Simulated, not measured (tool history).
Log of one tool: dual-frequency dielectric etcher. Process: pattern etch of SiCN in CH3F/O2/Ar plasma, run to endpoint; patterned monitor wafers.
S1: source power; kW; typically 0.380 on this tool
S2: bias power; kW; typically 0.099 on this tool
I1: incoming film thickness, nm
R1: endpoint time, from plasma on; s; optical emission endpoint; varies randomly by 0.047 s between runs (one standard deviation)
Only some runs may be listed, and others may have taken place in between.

run      day     S1     S2    I1    R1
  1    0.000  0.380  0.099  6.38  16.0
  2    2.721  0.420  0.110  6.43  14.8
  3    5.188  0.420  0.110  6.38  14.7
  4    9.071  0.420  0.110  6.41  14.8
  5   11.250  0.380  0.099  6.38  16.0
  6   13.438  0.350  0.091  6.43  17.3
      14.846  -- wet clean of the chamber
  7   15.454  0.350  0.091  6.43  17.3
  8   17.608  0.350  0.091  6.46  17.3
  9   21.750  0.380  0.099  6.44  16.2
 10   23.788  0.380  0.099  6.38  16.1
 11   27.054  0.320  0.080  6.44  18.9
 12   29.808  0.380  0.099  6.42  16.1
 13   32.983  0.380  0.099  6.43  16.2
 14   35.129  0.380  0.099  6.34  16.0
 15   39.154  0.400  0.099  6.41  16.0
      40.408  -- wet clean of the chamber
 16   42.246  0.380  0.117  6.44  15.2
 17   44.362  0.350  0.099  6.36  16.6
 18   48.533  0.380  0.099  6.40  16.2
      52.650  -- upper electrode replaced
 19   55.396  0.310  0.076  6.43  19.8
 20   57.129  0.380  0.099  6.40  16.3
 21   58.700  0.320  0.109  6.44  16.7
      62.104  -- wet clean of the chamber
 22   62.125  0.380  0.090  6.42  17.1
      65.246  -- source power generator calibrated
 23   70.900  0.380  0.099  6.47  16.2
 24   74.875  0.430  0.106  6.40  14.8
 25   77.479  0.470  0.112  6.37  14.0
      77.896  -- bias power generator calibrated
 26   82.679  0.480  0.084  6.40  15.5
      86.446  -- wet clean of the chamber
 27   86.467  0.380  0.099  6.41  15.7
 28   89.554  0.460  0.113  6.40  13.8
 29   93.133  0.380  0.122  6.43  14.5
 30   95.321  0.380  0.078  6.44  17.6
 31   99.412  0.380  0.099  6.38  15.7
 32  102.442  0.470  0.118  6.40  13.5
 33  104.708  0.420  0.083  6.42  16.4
 34  108.692  0.380  0.099  6.36  15.7
 35  113.008  0.420  0.086  6.37  16.1

What the log doesn't show, run by run:
etch rate over this chamber's usual, %: 0 at every run
H1: source power that arrives over what is set, %
H2: bias power that arrives over what is set, %
run       H1      H2
  1    -2.43   -2.77
  2    -2.56   -2.84
  3    -2.67    -2.9
  4    -2.86      -3
  5    -2.97   -3.05
  6    -3.08   -3.11
  7    -3.19   -3.16
  8     -3.3   -3.21
  9    -3.52   -3.31
 10    -3.64   -3.36
 11    -3.82   -3.44
 12    -3.98   -3.51
 13    -4.17   -3.59
 14     -4.3   -3.64
 15    -4.54   -3.74
 16    -4.74   -3.82
 17    -4.87   -3.87
 18    -5.15   -3.97
 19    -5.61   -4.14
 20    -5.73   -4.19
 21    -5.84   -4.23
 22    -6.09   -4.31
 23    0.103   -4.53
 24   0.0904   -4.63
 25   0.0782   -4.69
 26   0.0451  -0.357
 27   0.0137   -0.45
 28  -0.0165  -0.527
 29  -0.0566  -0.615
 30  -0.0838  -0.669
 31    -0.14  -0.771
 32   -0.187  -0.846
 33   -0.224  -0.902
 34   -0.295      -1
 35   -0.379   -1.11
